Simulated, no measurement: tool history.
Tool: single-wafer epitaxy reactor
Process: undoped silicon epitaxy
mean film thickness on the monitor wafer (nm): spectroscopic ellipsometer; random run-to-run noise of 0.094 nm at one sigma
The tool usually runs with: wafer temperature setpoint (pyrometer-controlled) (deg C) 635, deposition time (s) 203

| run | day | wafer temperature setpoint (pyrometer-controlled) (deg C) | deposition time (s) | wafers since the last listed run | hours since the last pyrometer calibration | hours since the gauge calibration | read-back reference wafer on the same gauge, thickness_nm | mean film thickness on the monitor wafer (nm) |
|---|---|---|---|---|---|---|---|---|
| 1 | 0 | 635 | 203 | 0 | 1917.8 | 917.1 | 20.938 | 23.665 |
|  | 0.929 | gauge calibrated |
| 2 | 1.362 | 631 | 203 | 157 | 1950.5 | 10.4 | 21.797 | 22.156 |
| 3 | 3.808 | 631 | 203 | 281 | 2009.2 | 69.1 | 21.77 | 22.293 |
| 4 | 5.788 | 635 | 203 | 228 | 2056.7 | 116.6 | 21.714 | 24.449 |
| 5 | 7.375 | 635 | 203 | 182 | 2094.8 | 154.7 | 21.694 | 24.415 |
| 6 | 10.212 | 635 | 203 | 327 | 2162.9 | 222.8 | 21.627 | 24.354 |
| 7 | 11.988 | 635 | 203 | 204 | 2205.5 | 265.4 | 21.603 | 24.437 |
| 8 | 13.217 | 635 | 203 | 141 | 2235 | 294.9 | 21.553 | 24.418 |
| 9 | 15.917 | 635 | 228 | 311 | 2299.8 | 359.7 | 21.479 | 27.31 |
| 10 | 17.408 | 624 | 188 | 171 | 2335.6 | 395.5 | 21.46 | 16.832 |
| 11 | 19.9 | 639 | 232 | 287 | 2395.4 | 455.3 | 21.421 | 30.682 |
| 12 | 21.358 | 635 | 203 | 168 | 2430.4 | 490.3 | 21.397 | 24.114 |
| 13 | 24.15 | 639 | 168 | 321 | 2497.4 | 557.3 | 21.325 | 22.227 |
|  | 28.671 | pyrometer calibrated |
| 14 | 31.096 | 635 | 203 | 762 | 58.2 | 724 | 21.204 | 23.977 |
| 15 | 32.254 | 635 | 203 | 133 | 86 | 751.8 | 21.155 | 23.947 |
|  | 32.567 | gauge calibrated |
| 16 | 33.733 | 641 | 224 | 170 | 121.5 | 28 | 21.819 | 31.714 |
| 17 | 36.333 | 630 | 216 | 299 | 183.9 | 90.4 | 21.77 | 23.051 |
| 18 | 39.304 | 625 | 203 | 342 | 255.2 | 161.7 | 21.721 | 18.961 |
| 19 | 40.971 | 645 | 168 | 192 | 295.2 | 201.7 | 21.677 | 26.181 |

How the hidden state differs across the entries between the runs, from the last listed run before each to the first after it:
From run 1 to run 2: gauge calibrated (day 0.929)
  gauge reads high (%): -3.91 -> 0.0545
  measured minus no-state result, mean film thickness on the monitor wafer (nm): -0.962 -> +0.012
From run 13 to run 14: pyrometer calibrated (day 28.671)
  gauge reads high (%): -2.13 -> -2.8
  measured minus no-state result, mean film thickness on the monitor wafer (nm): -0.485 -> -0.691
From run 15 to run 16: gauge calibrated (day 32.567)
  gauge reads high (%): -2.91 -> 0.188
  measured minus no-state result, mean film thickness on the monitor wafer (nm): -0.718 -> +0.06
